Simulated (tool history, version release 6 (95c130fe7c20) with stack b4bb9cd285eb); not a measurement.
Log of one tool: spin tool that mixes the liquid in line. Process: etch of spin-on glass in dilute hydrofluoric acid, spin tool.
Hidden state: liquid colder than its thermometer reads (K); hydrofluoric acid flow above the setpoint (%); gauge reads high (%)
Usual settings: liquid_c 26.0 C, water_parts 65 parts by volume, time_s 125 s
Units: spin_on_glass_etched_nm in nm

run,day,liquid_c,water_parts,time_s,wafers since the last listed run,hours since the thermometer was replaced,hours since the hydrofluoric acid flow meter was replaced,hours since the gauge calibration,"read-back film thickness of the spin-on glass reference wafer, read on the same gauge (nm)",spin_on_glass_etched_nm
1,0.000,26.0,65,125,0,526.4,586.9,1060.7,80.00,47.56
2,1.996,24.0,65,125,440,574.3,634.8,1108.6,80.02,43.60
3,4.658,26.0,50,125,588,638.2,698.7,1172.5,80.04,63.35
4,6.725,26.0,50,125,456,687.8,748.3,1222.1,80.00,63.53
# day 10.096: thermometer replaced
5,10.529,26.0,85,125,831,10.4,839.6,1313.4,80.02,36.12
6,12.725,26.0,85,125,485,63.1,892.3,1366.1,80.00,35.55
7,22.950,26.0,85,125,2258,308.5,1137.7,1611.5,79.99,36.19
8,25.371,26.0,65,125,534,366.6,1195.8,1669.6,79.99,47.87
9,27.196,26.0,65,125,403,410.4,1239.6,1713.4,80.05,47.90
10,31.404,26.0,65,125,929,511.4,1340.6,1814.4,80.01,48.87
11,34.250,26.0,65,125,628,579.7,1408.9,1882.7,80.03,49.36
12,37.779,26.0,65,125,779,664.4,1493.6,1967.4,79.97,48.07
13,40.708,26.0,65,125,646,734.7,1563.9,2037.7,79.96,48.59
14,44.304,26.0,65,125,794,821.0,1650.2,2124.0,79.97,49.42
15,46.733,26.0,65,125,536,879.3,1708.5,2182.3,80.04,49.74
# day 48.912: thermometer replaced
16,49.238,26.0,65,125,543,7.8,1768.6,2242.4,80.01,49.95
# day 50.171: gauge calibrated
17,52.342,21.5,55,90,685,82.3,1843.1,52.1,80.00,35.26
18,55.133,21.0,65,125,616,149.3,1910.1,119.1,79.97,40.90
# day 55.812: hydrofluoric acid flow meter replaced
19,58.979,29.5,45,155,840,241.6,76.0,211.4,79.97,96.67
20,62.212,26.0,65,125,714,319.2,153.6,289.0,80.02,45.87
21,65.208,30.0,90,95,661,391.1,225.5,360.9,79.99,28.25
22,67.738,28.0,65,75,558,451.8,286.2,421.6,80.00,30.07
23,70.512,28.0,65,125,612,518.4,352.8,488.2,80.00,50.88
24,74.358,28.0,45,155,849,610.7,445.1,580.5,80.02,93.73
25,78.046,24.0,50,125,814,699.2,533.6,669.0,80.00,57.34
26,81.412,23.0,40,195,743,780.0,614.4,749.8,80.00,110.87
27,84.592,23.0,45,185,702,856.3,690.7,826.1,80.01,90.11
# day 87.400: thermometer replaced
28,89.812,26.0,65,175,1143,57.9,816.0,951.4,79.96,66.97
29,93.838,26.0,65,125,889,154.5,912.6,1048.0,80.01,46.87
30,96.475,26.0,65,125,582,217.8,975.9,1111.3,80.01,48.04
31,105.404,29.0,35,155,1972,432.1,1190.2,1325.6,80.01,132.80
32,107.117,21.5,35,125,378,473.2,1231.3,1366.7,79.98,76.81
33,111.467,24.0,90,125,960,577.6,1335.7,1471.1,79.98,30.96
34,114.996,26.0,65,125,779,662.3,1420.4,1555.8,80.00,49.19

Hidden state at the last listed run before each entry between runs and at the first one after, where it differs:
Between runs 4 and 5: thermometer replaced (day 10.096)
  hydrofluoric acid flow above the setpoint (%): 4.13 -> 4.56
  measured less the result without the state, spin_on_glass_etched_nm: +2.69 -> +1.74 nm
Between runs 15 and 16: thermometer replaced (day 48.912)
  hydrofluoric acid flow above the setpoint (%): 8.61 -> 8.89
  measured less the result without the state, spin_on_glass_etched_nm: +4.26 -> +4.42 nm
Between runs 16 and 17: gauge calibrated (day 50.171)
  hydrofluoric acid flow above the setpoint (%): 8.89 -> 9.24
  measured less the result without the state, spin_on_glass_etched_nm: +4.42 -> +3.17 nm
Between runs 18 and 19: hydrofluoric acid flow meter replaced (day 55.812)
  hydrofluoric acid flow above the setpoint (%): 9.55 -> 0.596
  measured less the result without the state, spin_on_glass_etched_nm: +3.82 -> +0.62 nm
Between runs 27 and 28: thermometer replaced (day 87.400)
  hydrofluoric acid flow above the setpoint (%): 3.46 -> 4.05
  measured less the result without the state, spin_on_glass_etched_nm: +3.19 -> +2.83 nm
